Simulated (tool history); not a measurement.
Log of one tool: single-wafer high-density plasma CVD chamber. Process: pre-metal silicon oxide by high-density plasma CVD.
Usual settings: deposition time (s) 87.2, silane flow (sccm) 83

run,hour,deposition time (s),silane flow (sccm),wafers since the last listed run,hours since the silane flow controller was replaced,hours since the gauge calibration,"read-back reference wafer on the same gauge, thickness_nm",mean film thickness on the monitor wafer (angstrom)
1,0.0,87.2,90,0,1316.6,187.8,934.746,8238.04
2,12.3,87.2,90,141,1328.9,200.1,935.379,8228.96
3,22.9,79.2,83,121,1339.5,210.7,935.224,6904.42
4,40.4,79.2,83,201,1357.0,228.2,935.098,6897.14
# hour 42.5: gauge calibrated
5,49.4,87.2,83,103,1366.0,6.9,935.616,7579.53
6,62.3,87.2,83,148,1378.9,19.8,935.177,7542.92
7,73.0,87.2,88,123,1389.6,30.5,934.021,8022.55
8,86.2,87.2,88,151,1402.8,43.7,935.337,8001.24
9,101.8,87.2,83,179,1418.4,59.3,935.204,7547.97
10,109.8,87.2,83,92,1426.4,67.3,935.365,7568.58
11,124.8,87.2,83,172,1441.4,82.3,935.694,7560.24
12,141.5,87.2,77,192,1458.1,99.0,935.831,6982.88
13,147.9,87.2,77,73,1464.5,105.4,935.070,7018.73
14,155.4,80.9,95,86,1472.0,112.9,934.564,8007.33
15,163.1,87.2,90,88,1479.7,120.6,934.877,8185.74
16,178.3,81.0,74,174,1494.9,135.8,934.767,6224.48
17,190.9,74.1,98,144,1507.5,148.4,935.144,7541.10
18,197.2,81.8,93,72,1513.8,154.7,934.764,7904.08
19,214.9,87.2,83,203,1531.5,172.4,934.392,7531.39
# hour 230.0: silane flow controller replaced
20,230.5,71.2,83,87,0.5,188.0,935.743,6561.15
21,237.2,78.9,83,77,7.2,194.7,934.113,7259.83
# hour 247.3: gauge calibrated
22,252.8,87.2,83,179,22.8,5.5,936.174,8011.10
23,269.7,73.6,90,194,39.7,22.4,935.136,7327.77
24,276.3,70.8,88,75,46.3,29.0,935.415,6900.63
25,286.6,82.2,68,118,56.6,39.3,935.093,6186.70
26,325.3,76.3,98,445,95.3,78.0,935.727,8274.36

Hidden state or all else? Some run-to-run changes of mean film thickness on the monitor wafer (angstrom), split into what the settings, what came in and random variation would give without the hidden state, and what is left for the hidden state (with any gauge scatter that isn't in both results):
The hidden state here: delivered silane flow above the setpoint (%); gauge reads high (%).
Run 15 -> 16: deposition time (s) 87.2 -> 81.0, silane flow (sccm) 90 -> 74. mean film thickness on the monitor wafer (angstrom) -1961.26: hidden state +111.95, all else -2073.21.
Run 19 -> 20: deposition time (s) 87.2 -> 71.2, silane flow controller replaced. mean film thickness on the monitor wafer (angstrom) -970.24: hidden state +490.83, all else -1461.07.
Run 25 -> 26: deposition time (s) 82.2 -> 76.3, silane flow (sccm) 68 -> 98. mean film thickness on the monitor wafer (angstrom) +2087.66: hidden state -6.09, all else +2093.75.

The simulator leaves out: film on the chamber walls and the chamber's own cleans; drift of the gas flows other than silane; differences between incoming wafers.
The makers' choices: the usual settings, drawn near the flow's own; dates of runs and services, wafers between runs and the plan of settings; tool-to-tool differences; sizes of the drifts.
